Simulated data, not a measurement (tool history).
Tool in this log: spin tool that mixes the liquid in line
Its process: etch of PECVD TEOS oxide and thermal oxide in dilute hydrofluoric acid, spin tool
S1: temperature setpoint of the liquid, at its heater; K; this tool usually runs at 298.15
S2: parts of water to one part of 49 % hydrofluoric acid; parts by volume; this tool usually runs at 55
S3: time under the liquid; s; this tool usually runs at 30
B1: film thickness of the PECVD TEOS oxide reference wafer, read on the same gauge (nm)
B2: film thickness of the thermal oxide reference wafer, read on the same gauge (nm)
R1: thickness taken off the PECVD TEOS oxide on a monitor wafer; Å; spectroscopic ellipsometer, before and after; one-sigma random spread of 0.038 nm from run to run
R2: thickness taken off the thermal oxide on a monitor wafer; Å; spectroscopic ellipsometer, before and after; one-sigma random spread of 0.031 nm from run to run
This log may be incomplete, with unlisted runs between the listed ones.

run 1 hour=0.0 | S1=296.15 S2=55 S3=30 | B1=70.02 B2=120.012 | R1=54.6 R2=22.16
run 2 hour=20.4 | S1=296.15 S2=55 S3=30 | B1=69.99 B2=120.013 | R1=54.6 R2=22.07
-- hour=23.3 hydrofluoric acid flow meter replaced
run 3 hour=36.4 | S1=298.15 S2=55 S3=30 | B1=70.00 B2=119.979 | R1=61.4 R2=25.20
run 4 hour=121.7 | S1=298.15 S2=55 S3=30 | B1=69.99 B2=119.998 | R1=60.6 R2=24.47
run 5 hour=143.0 | S1=298.15 S2=55 S3=30 | B1=69.99 B2=119.986 | R1=60.9 R2=24.40
-- hour=152.1 thermometer replaced
run 6 hour=161.6 | S1=298.15 S2=55 S3=30 | B1=70.01 B2=120.005 | R1=67.6 R2=27.73
run 7 hour=193.6 | S1=298.15 S2=30 S3=30 | B1=69.99 B2=119.982 | R1=126.7 R2=51.42
run 8 hour=223.9 | S1=298.15 S2=55 S3=30 | B1=70.00 B2=120.014 | R1=66.0 R2=27.16
-- hour=230.5 gauge calibrated
run 9 hour=264.2 | S1=298.15 S2=55 S3=30 | B1=69.97 B2=119.998 | R1=66.3 R2=26.25
run 10 hour=284.6 | S1=293.65 S2=85 S3=45 | B1=70.00 B2=119.985 | R1=51.0 R2=20.89
run 11 hour=320.3 | S1=298.15 S2=85 S3=30 | B1=70.00 B2=120.010 | R1=40.3 R2=16.91
run 12 hour=342.9 | S1=298.15 S2=55 S3=30 | B1=70.00 B2=119.993 | R1=64.7 R2=26.17
run 13 hour=378.7 | S1=300.15 S2=40 S3=50 | B1=70.00 B2=119.998 | R1=163.2 R2=66.72
run 14 hour=412.6 | S1=298.15 S2=85 S3=30 | B1=70.01 B2=119.996 | R1=39.8 R2=15.86
run 15 hour=429.7 | S1=298.15 S2=30 S3=30 | B1=70.00 B2=119.991 | R1=122.5 R2=49.71
run 16 hour=463.9 | S1=293.65 S2=35 S3=40 | B1=70.00 B2=119.994 | R1=114.2 R2=47.40
-- hour=490.0 hydrofluoric acid flow meter replaced
run 17 hour=494.2 | S1=301.65 S2=65 S3=25 | B1=69.99 B2=120.001 | R1=53.1 R2=21.79
run 18 hour=528.2 | S1=301.65 S2=65 S3=25 | B1=69.99 B2=119.995 | R1=52.9 R2=21.39
run 19 hour=547.5 | S1=295.65 S2=55 S3=45 | B1=70.00 B2=119.997 | R1=89.3 R2=35.15
run 20 hour=569.8 | S1=298.15 S2=55 S3=30 | B1=70.00 B2=120.007 | R1=66.0 R2=26.29
run 21 hour=598.0 | S1=295.65 S2=55 S3=30 | B1=69.99 B2=119.995 | R1=58.5 R2=24.02
run 22 hour=632.1 | S1=302.15 S2=80 S3=40 | B1=70.00 B2=119.999 | R1=67.4 R2=27.10
run 23 hour=654.1 | S1=300.65 S2=70 S3=30 | B1=69.98 B2=119.998 | R1=54.7 R2=22.31
run 24 hour=685.1 | S1=298.15 S2=25 S3=30 | B1=70.00 B2=119.985 | R1=148.4 R2=58.66
run 25 hour=708.1 | S1=298.15 S2=55 S3=40 | B1=70.00 B2=120.002 | R1=85.0 R2=34.49
run 26 hour=734.8 | S1=296.65 S2=35 S3=30 | B1=70.00 B2=119.995 | R1=96.2 R2=38.62

Same runs, no hidden state in the tool, same run-to-run variation:
Hidden state at play: liquid colder than its thermometer reads (K); hydrofluoric acid flow below the setpoint (%); gauge reads high (%).
run=1 R1=63.9 R2=25.94
run=2 R1=64.1 R2=25.93
run=3 R1=68.8 R2=28.21
run=4 R1=68.8 R2=27.76
run=5 R1=69.4 R2=27.78
run=6 R1=69.4 R2=28.49
run=7 R1=130.8 R2=53.07
run=8 R1=68.5 R2=28.19
run=9 R1=69.2 R2=27.40
run=10 R1=53.5 R2=21.89
run=11 R1=42.5 R2=17.83
run=12 R1=68.3 R2=27.66
run=13 R1=173.4 R2=70.87
run=14 R1=42.5 R2=16.97
run=15 R1=131.2 R2=53.22
run=16 R1=123.1 R2=51.08
run=17 R1=55.2 R2=22.63
run=18 R1=55.3 R2=22.33
run=19 R1=93.7 R2=36.87
run=20 R1=69.4 R2=27.66
run=21 R1=61.9 R2=25.40
run=22 R1=71.6 R2=28.77
run=23 R1=58.3 R2=23.78
run=24 R1=159.0 R2=62.83
run=25 R1=91.4 R2=37.09
run=26 R1=104.0 R2=41.72

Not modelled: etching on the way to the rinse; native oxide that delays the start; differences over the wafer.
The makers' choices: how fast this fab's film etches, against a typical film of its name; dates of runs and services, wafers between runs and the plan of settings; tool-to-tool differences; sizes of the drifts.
